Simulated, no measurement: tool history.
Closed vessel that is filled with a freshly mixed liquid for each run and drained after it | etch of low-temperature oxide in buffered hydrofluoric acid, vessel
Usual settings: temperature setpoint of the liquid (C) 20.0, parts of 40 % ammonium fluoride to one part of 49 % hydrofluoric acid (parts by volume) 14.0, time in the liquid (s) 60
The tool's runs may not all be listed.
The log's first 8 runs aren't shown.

run,day,temperature setpoint of the liquid (C),parts of 40 % ammonium fluoride to one part of 49 % hydrofluoric acid (parts by volume),time in the liquid (s),"read-back film thickness of the low-temperature oxide reference wafer, read on the same gauge (nm)",thickness taken off the low-temperature oxide on a monitor wafer (Å)
9,28.462,20.0,14.0,50,150.01,1460.9
10,31.696,20.0,14.0,35,149.98,1017.3
# day 36.696: gauge calibrated
# day 38.771: thermometer replaced
# day 40.638: hydrofluoric acid flow meter replaced
11,44.579,20.0,14.0,35,149.98,1068.8
12,47.300,20.0,9.5,60,150.02,2617.1
13,50.358,20.0,10.5,50,149.99,1994.0
14,53.412,20.0,14.0,60,150.00,1810.5
15,57.462,17.0,14.0,40,149.99,1004.3
16,70.954,20.0,14.0,60,149.99,1759.8
17,75.350,25.0,11.5,60,149.96,2792.2
18,77.604,20.0,14.0,60,150.01,1738.1
# day 79.208: hydrofluoric acid flow meter replaced
19,81.692,17.0,16.0,60,150.04,1333.2
20,91.029,17.5,10.0,30,150.00,1072.2
21,93.708,20.0,14.0,60,149.97,1779.3
22,97.950,18.5,14.0,40,149.99,1075.5
23,102.079,20.0,11.0,60,150.03,2221.5
24,104.767,18.5,18.0,45,150.03,939.6
25,109.071,20.0,15.5,60,150.01,1580.9
# day 111.054: thermometer replaced
26,112.225,22.5,10.5,45,150.01,2061.9

The next listed run, before its measurement:
27,115.188,20.0,12.0,60,?,?

Run 27 gave read-back film thickness of the low-temperature oxide reference wafer, read on the same gauge (nm) 150.00, thickness taken off the low-temperature oxide on a monitor wafer (Å) 2086.8.
Without the tool's hidden state the same run would have given thickness taken off the low-temperature oxide on a monitor wafer (Å) 2164.0.
